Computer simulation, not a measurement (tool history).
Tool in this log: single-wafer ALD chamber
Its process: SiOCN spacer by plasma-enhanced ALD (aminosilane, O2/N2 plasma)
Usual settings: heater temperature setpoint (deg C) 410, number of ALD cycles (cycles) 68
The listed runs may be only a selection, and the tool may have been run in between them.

| run | hour | heater temperature setpoint (deg C) | number of ALD cycles (cycles) | wafers since the last listed run | hours since the last thermocouple change | hours since the gauge calibration | read-back reference wafer on the same gauge, thickness_nm | mean film thickness on the monitor wafer (nm) |
|---|---|---|---|---|---|---|---|---|
| 1 | 0 | 422 | 68 | 0 | 2520.5 | 266 | 3.876 | 3.903 |
| 2 | 10.4 | 418 | 68 | 44 | 2530.9 | 276.4 | 3.873 | 3.954 |
| 3 | 16.5 | 405 | 68 | 25 | 2537 | 282.5 | 3.877 | 4.142 |
| 4 | 31.5 | 405 | 68 | 63 | 2552 | 297.5 | 3.871 | 4.148 |
| 5 | 46.2 | 410 | 68 | 62 | 2566.7 | 312.2 | 3.878 | 4.082 |
| 6 | 56 | 410 | 68 | 41 | 2576.5 | 322 | 3.878 | 4.074 |
| 7 | 62.6 | 416 | 68 | 28 | 2583.1 | 328.6 | 3.88 | 4.006 |
| 8 | 74.8 | 410 | 61 | 51 | 2595.3 | 340.8 | 3.881 | 3.649 |
| 9 | 85.8 | 410 | 61 | 46 | 2606.3 | 351.8 | 3.882 | 3.667 |
| 10 | 106.6 | 410 | 68 | 88 | 2627.1 | 372.6 | 3.883 | 4.065 |
| 11 | 114.5 | 410 | 68 | 33 | 2635 | 380.5 | 3.887 | 4.087 |
| 12 | 130 | 410 | 68 | 65 | 2650.5 | 396 | 3.884 | 4.07 |
| 13 | 142.8 | 410 | 68 | 54 | 2663.3 | 408.8 | 3.887 | 4.089 |
| 14 | 156 | 407 | 65 | 56 | 2676.5 | 422 | 3.886 | 3.941 |
| 15 | 166.6 | 407 | 65 | 44 | 2687.1 | 432.6 | 3.892 | 3.936 |
| 16 | 183.6 | 410 | 68 | 72 | 2704.1 | 449.6 | 3.89 | 4.09 |
| 17 | 192.4 | 400 | 68 | 37 | 2712.9 | 458.4 | 3.889 | 4.228 |
| 18 | 203.1 | 400 | 68 | 45 | 2723.6 | 469.1 | 3.895 | 4.223 |
| 19 | 215.2 | 400 | 68 | 51 | 2735.7 | 481.2 | 3.888 | 4.214 |
| 20 | 228.6 | 410 | 78 | 56 | 2749.1 | 494.6 | 3.891 | 4.705 |
| 21 | 242.5 | 410 | 78 | 58 | 2763 | 508.5 | 3.893 | 4.7 |
| 22 | 256.3 | 410 | 78 | 58 | 2776.8 | 522.3 | 3.892 | 4.705 |
| 23 | 264.5 | 404 | 77 | 34 | 2785 | 530.5 | 3.893 | 4.73 |
| 24 | 272.5 | 399 | 81 | 33 | 2793 | 538.5 | 3.898 | 5.035 |
| 25 | 282.8 | 402 | 62 | 43 | 2803.3 | 548.8 | 3.888 | 3.837 |
| 26 | 295.3 | 415 | 75 | 53 | 2815.8 | 561.3 | 3.897 | 4.43 |
| 27 | 308.2 | 418 | 68 | 54 | 2828.7 | 574.2 | 3.898 | 3.993 |
|  | 321.5 | gauge calibrated |
| 28 | 348.1 | 410 | 68 | 169 | 2868.6 | 26.6 | 3.837 | 4.017 |
| 29 | 358.1 | 423 | 74 | 42 | 2878.6 | 36.6 | 3.832 | 4.206 |
| 30 | 375.2 | 423 | 75 | 72 | 2895.7 | 53.7 | 3.842 | 4.263 |
| 31 | 387.6 | 415 | 75 | 52 | 2908.1 | 66.1 | 3.843 | 4.378 |
| 32 | 393.9 | 401 | 60 | 26 | 2914.4 | 72.4 | 3.848 | 3.674 |
|  | 402 | thermocouple changed; heater temperature recalibrated |
| 33 | 402.5 | 424 | 81 | 2 | 0.5 | 81 | 3.848 | 4.609 |
| 34 | 414.8 | 418 | 63 | 52 | 12.8 | 93.3 | 3.853 | 3.653 |
| 35 | 420.9 | 399 | 81 | 25 | 18.9 | 99.4 | 3.859 | 4.983 |
| 36 | 431.3 | 403 | 68 | 44 | 29.3 | 109.8 | 3.86 | 4.169 |
| 37 | 483.9 | 418 | 68 | 223 | 81.9 | 162.4 | 3.868 | 3.952 |
| 38 | 490.6 | 401 | 60 | 28 | 88.6 | 169.1 | 3.872 | 3.693 |
| 39 | 496.6 | 419 | 68 | 25 | 94.6 | 175.1 | 3.873 | 3.952 |
| 40 | 513.6 | 410 | 68 | 72 | 111.6 | 192.1 | 3.872 | 4.095 |
| 41 | 531.5 | 400 | 59 | 75 | 129.5 | 210 | 3.88 | 3.661 |
| 42 | 542.5 | 410 | 68 | 46 | 140.5 | 221 | 3.879 | 4.067 |
| 43 | 558.2 | 410 | 68 | 66 | 156.2 | 236.7 | 3.88 | 4.075 |
| 44 | 571.1 | 400 | 78 | 54 | 169.1 | 249.6 | 3.883 | 4.804 |

Branching from run 44: 4 alternative next runs. What would each branch give?
| A | 571.6 | 410 | 58 | 2 | 169.6 | 250.1 | ? | ? |
| B | 571.6 | 418 | 77 | 2 | 169.6 | 250.1 | ? | ? |
| C | 571.6 | 410 | 62 | 2 | 169.6 | 250.1 | ? | ? |
| D | 571.6 | 405 | 79 | 2 | 169.6 | 250.1 | ? | ? |

| run | read-back reference wafer on the same gauge, thickness_nm | mean film thickness on the monitor wafer (nm) |
|---|---|---|
| A | 3.886 | 3.48 |
| B | 3.886 | 4.495 |
| C | 3.886 | 3.72 |
| D | 3.886 | 4.821 |
Take away the tool's hidden state, keep each run's random variation, and the runs would have read:
| run | mean film thickness on the monitor wafer (nm) |
|---|---|
| A | 3.413 |
| B | 4.409 |
| C | 3.649 |
| D | 4.728 |

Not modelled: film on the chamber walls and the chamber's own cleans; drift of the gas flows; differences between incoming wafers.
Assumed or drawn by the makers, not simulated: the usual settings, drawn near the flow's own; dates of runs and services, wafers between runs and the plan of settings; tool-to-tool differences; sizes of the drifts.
